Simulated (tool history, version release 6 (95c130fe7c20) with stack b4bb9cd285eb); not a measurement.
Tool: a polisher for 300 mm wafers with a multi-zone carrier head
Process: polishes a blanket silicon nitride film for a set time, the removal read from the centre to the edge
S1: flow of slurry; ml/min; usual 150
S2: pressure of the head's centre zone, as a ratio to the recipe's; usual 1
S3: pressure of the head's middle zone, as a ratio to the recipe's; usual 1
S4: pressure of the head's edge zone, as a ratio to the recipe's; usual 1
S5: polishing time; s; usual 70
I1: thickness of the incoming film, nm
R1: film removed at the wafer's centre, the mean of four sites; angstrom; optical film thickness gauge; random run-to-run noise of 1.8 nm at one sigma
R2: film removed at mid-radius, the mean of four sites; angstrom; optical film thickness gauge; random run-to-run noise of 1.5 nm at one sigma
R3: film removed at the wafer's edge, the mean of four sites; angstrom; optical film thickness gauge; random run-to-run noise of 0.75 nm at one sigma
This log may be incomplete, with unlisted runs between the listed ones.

{"run": 1, "hour": 0.0, "S1": 150, "S2": 1, "S3": 1, "S4": 1, "S5": 70, "I1": 361.6, "R1": 1237, "R2": 1212, "R3": 1192}
{"run": 2, "hour": 71.4, "S1": 150, "S2": 1, "S3": 1, "S4": 1, "S5": 70, "I1": 357.8, "R1": 1222, "R2": 1205, "R3": 1191}
{"run": 3, "hour": 110.8, "S1": 150, "S2": 1, "S3": 1, "S4": 1, "S5": 70, "I1": 358.3, "R1": 1216, "R2": 1247, "R3": 1211}
{"hour": 163.5, "done": "worn pad replaced by a new one"}
{"run": 4, "hour": 200.8, "S1": 150, "S2": 0.91, "S3": 1, "S4": 1, "S5": 46, "I1": 358.3, "R1": 743, "R2": 814, "R3": 777}
{"run": 5, "hour": 307.8, "S1": 150, "S2": 1.11, "S3": 1, "S4": 1, "S5": 92, "I1": 359.6, "R1": 1777, "R2": 1621, "R3": 1590}
{"hour": 318.0, "done": "carrier head's membrane replaced by a new one"}
{"hour": 329.6, "done": "edge zone pressure recalibrated"}
{"run": 6, "hour": 355.0, "S1": 195, "S2": 1, "S3": 1, "S4": 1, "S5": 88, "I1": 364.5, "R1": 1639, "R2": 1629, "R3": 1574}
{"run": 7, "hour": 434.5, "S1": 150, "S2": 1, "S3": 0.96, "S4": 0.9, "S5": 51, "I1": 355.9, "R1": 895, "R2": 868, "R3": 834}
{"run": 8, "hour": 493.3, "S1": 150, "S2": 1, "S3": 1, "S4": 1.05, "S5": 70, "I1": 355.5, "R1": 1216, "R2": 1231, "R3": 1214}
{"hour": 496.7, "done": "slurry nozzle cleaned"}
{"run": 9, "hour": 572.0, "S1": 150, "S2": 1, "S3": 1, "S4": 1, "S5": 70, "I1": 363.8, "R1": 1237, "R2": 1226, "R3": 1214}
{"run": 10, "hour": 609.2, "S1": 150, "S2": 0.9, "S3": 1, "S4": 1, "S5": 78, "I1": 356.7, "R1": 1215, "R2": 1371, "R3": 1330}
{"run": 11, "hour": 669.3, "S1": 150, "S2": 0.89, "S3": 1, "S4": 1, "S5": 70, "I1": 356.6, "R1": 1079, "R2": 1216, "R3": 1207}
{"run": 12, "hour": 746.2, "S1": 150, "S2": 1, "S3": 1, "S4": 1.11, "S5": 70, "I1": 363.2, "R1": 1235, "R2": 1204, "R3": 1258}
{"hour": 803.6, "done": "worn pad replaced by a new one"}
{"hour": 811.2, "done": "centre zone pressure recalibrated"}
{"run": 13, "hour": 826.2, "S1": 150, "S2": 1, "S3": 1.08, "S4": 1.12, "S5": 80, "I1": 358, "R1": 1376, "R2": 1496, "R3": 1441}
{"hour": 913.1, "done": "carrier head's membrane replaced by a new one"}
{"run": 14, "hour": 931.9, "S1": 150, "S2": 1, "S3": 1, "S4": 1, "S5": 70, "I1": 357.4, "R1": 1249, "R2": 1246, "R3": 1201}
{"hour": 937.7, "done": "edge zone pressure recalibrated"}
{"run": 15, "hour": 995.7, "S1": 130, "S2": 1, "S3": 1, "S4": 1, "S5": 70, "I1": 353.6, "R1": 1153, "R2": 1187, "R3": 1173}
{"run": 16, "hour": 1083.6, "S1": 150, "S2": 1, "S3": 1, "S4": 1, "S5": 70, "I1": 363.9, "R1": 1201, "R2": 1241, "R3": 1195}
{"run": 17, "hour": 1124.1, "S1": 150, "S2": 1, "S3": 1, "S4": 1, "S5": 70, "I1": 361, "R1": 1219, "R2": 1227, "R3": 1202}
{"run": 18, "hour": 1175.1, "S1": 150, "S2": 1.07, "S3": 0.97, "S4": 1, "S5": 70, "I1": 358.7, "R1": 1285, "R2": 1188, "R3": 1197}
{"run": 19, "hour": 1244.8, "S1": 150, "S2": 1.07, "S3": 1.09, "S4": 1, "S5": 84, "I1": 360.9, "R1": 1525, "R2": 1578, "R3": 1424}
{"run": 20, "hour": 1341.4, "S1": 150, "S2": 1, "S3": 1, "S4": 1, "S5": 70, "I1": 357.8, "R1": 1264, "R2": 1212, "R3": 1199}
{"run": 21, "hour": 1413.2, "S1": 150, "S2": 1, "S3": 1, "S4": 1, "S5": 70, "I1": 356.8, "R1": 1211, "R2": 1246, "R3": 1188}

Run-by-run hidden state of the tool:
removal rate lost through wear of the pad, %: 0 in every run
slurry flow missing at the pad, %: 0 in every run
deviation of the centre zone's pressure from its setpoint, %: 0 in every run
deviation of the edge zone's pressure from its setpoint, %: 0 in every run

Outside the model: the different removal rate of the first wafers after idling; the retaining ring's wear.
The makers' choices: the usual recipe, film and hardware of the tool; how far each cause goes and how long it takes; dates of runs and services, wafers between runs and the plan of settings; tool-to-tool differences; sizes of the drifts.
